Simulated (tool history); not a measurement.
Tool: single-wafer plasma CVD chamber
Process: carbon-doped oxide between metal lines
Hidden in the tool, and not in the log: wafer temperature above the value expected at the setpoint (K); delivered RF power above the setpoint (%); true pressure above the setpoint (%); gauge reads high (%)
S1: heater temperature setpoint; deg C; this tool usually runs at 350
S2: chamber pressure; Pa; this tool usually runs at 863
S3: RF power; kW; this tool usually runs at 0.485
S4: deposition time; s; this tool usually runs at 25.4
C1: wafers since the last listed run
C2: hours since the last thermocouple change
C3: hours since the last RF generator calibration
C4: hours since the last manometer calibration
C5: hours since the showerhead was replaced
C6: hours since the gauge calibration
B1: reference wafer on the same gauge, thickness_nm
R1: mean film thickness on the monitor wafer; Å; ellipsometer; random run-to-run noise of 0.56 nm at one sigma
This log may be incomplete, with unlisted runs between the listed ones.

run,hour,S1,S2,S3,S4,C1,C2,C3,C4,C5,C6,B1,R1
1,0,350,863,0.485,25.4,0,2097.7,638.3,1621.6,6124.1,572.8,123.047,1308.63
2,35.3,350,863,0.485,23.4,513,2133,673.6,1656.9,6159.4,608.1,123.024,1213.83
3,50.4,350,863,0.485,23.4,219,2148.1,688.7,1672,6174.5,623.2,122.995,1214.33
4,66.1,350,863,0.485,25.4,228,2163.8,704.4,1687.7,6190.2,638.9,123.01,1305.22
5,93.3,340,925,0.485,25.4,395,2191,731.6,1714.9,6217.4,666.1,123.023,1354.04
6,106.7,350,863,0.485,25.4,194,2204.4,745,1728.3,6230.8,679.5,123.146,1309.41
7,130.4,350,863,0.485,25.4,344,2228.1,768.7,1752,6254.5,703.2,123.019,1303.99
8,149.9,350,863,0.485,25.4,283,2247.6,788.2,1771.5,6274,722.7,122.902,1300.91
9,165,350,863,0.485,25.4,219,2262.7,803.3,1786.6,6289.1,737.8,123.034,1307.05
10,200.8,350,863,0.485,25.4,520,2298.5,839.1,1822.4,6324.9,773.6,123.05,1314.08
# hour 212.8: RF generator calibrated
11,235.3,350,863,0.485,25.4,385,2333,22.5,1856.9,6359.4,808.1,122.978,1342.63
12,248.3,350,863,0.485,25.4,189,2346,35.5,1869.9,6372.4,821.1,122.966,1338.68
13,330.7,350,863,0.485,25.4,1198,2428.4,117.9,1952.3,6454.8,903.5,123.06,1340.3
14,350,357,1000,0.485,25.4,280,2447.7,137.2,1971.6,6474.1,922.8,123.033,1326.27
15,367.5,344,807,0.45,21.5,254,2465.2,154.7,1989.1,6491.6,940.3,123.008,1110.82
16,379.6,350,863,0.485,25.4,175,2477.3,166.8,2001.2,6503.7,952.4,123.074,1335
17,399.3,355,863,0.485,22.8,286,2497,186.5,2020.9,6523.4,972.1,122.936,1187.64
18,426.6,356,1040,0.435,30.3,397,2524.3,213.8,2048.2,6550.7,999.4,123.135,1496.3
# hour 476: thermocouple changed; heater temperature recalibrated
# hour 488.5: showerhead replaced
# hour 528.5: capacitance manometer re-zeroed and calibrated
19,529,350,863,0.485,25.4,1140,53,316.2,0.5,40.5,1101.8,122.854,1324.05
20,553.2,335,1040,0.545,21.6,351,77.2,340.4,24.7,64.7,1126,122.961,1274.51
# hour 565.1: gauge calibrated
21,567.2,358,863,0.525,25.4,203,91.2,354.4,38.7,78.7,2.1,122.946,1346.26
22,583.9,361,1068,0.395,23,242,107.9,371.1,55.4,95.4,18.8,123.097,1066.49
23,617.3,357,995,0.46,20.9,485,141.3,404.5,88.8,128.8,52.2,122.979,1053.76
24,641.5,350,1016,0.405,23.1,351,165.5,428.7,113,153,76.4,123.054,1103.13
25,676.6,350,863,0.485,25.4,510,200.6,463.8,148.1,188.1,111.5,123.058,1317.33
26,773.9,350,863,0.565,25.4,1415,297.9,561.1,245.4,285.4,208.8,122.936,1415.71
27,793.3,356,1012,0.425,23.6,282,317.3,580.5,264.8,304.8,228.2,122.935,1137.47
28,819.7,355,863,0.575,25.4,383,343.7,606.9,291.2,331.2,254.6,122.977,1410.06

How the hidden state differs across the entries between the runs, from the last listed run before each to the first after it:
Between runs 10 and 11: RF generator calibrated (hour 212.8)
  delivered RF power above the setpoint (%): -7.06 -> -0.629
  measured value less the no-hidden-state value, R1: -47.77 -> -4.17 Å
Between runs 18 and 19: thermocouple changed; heater temperature recalibrated (hour 476); showerhead replaced (hour 488.5); capacitance manometer re-zeroed and calibrated (hour 528.5)
  delivered RF power above the setpoint (%): -2.16 -> -2.99
  measured value less the no-hidden-state value, R1: -18.71 -> -19.83 Å
Between runs 20 and 21: gauge calibrated (hour 565.1)
  delivered RF power above the setpoint (%): -3.18 -> -3.29
  measured value less the no-hidden-state value, R1: -19.95 -> -21.84 Å

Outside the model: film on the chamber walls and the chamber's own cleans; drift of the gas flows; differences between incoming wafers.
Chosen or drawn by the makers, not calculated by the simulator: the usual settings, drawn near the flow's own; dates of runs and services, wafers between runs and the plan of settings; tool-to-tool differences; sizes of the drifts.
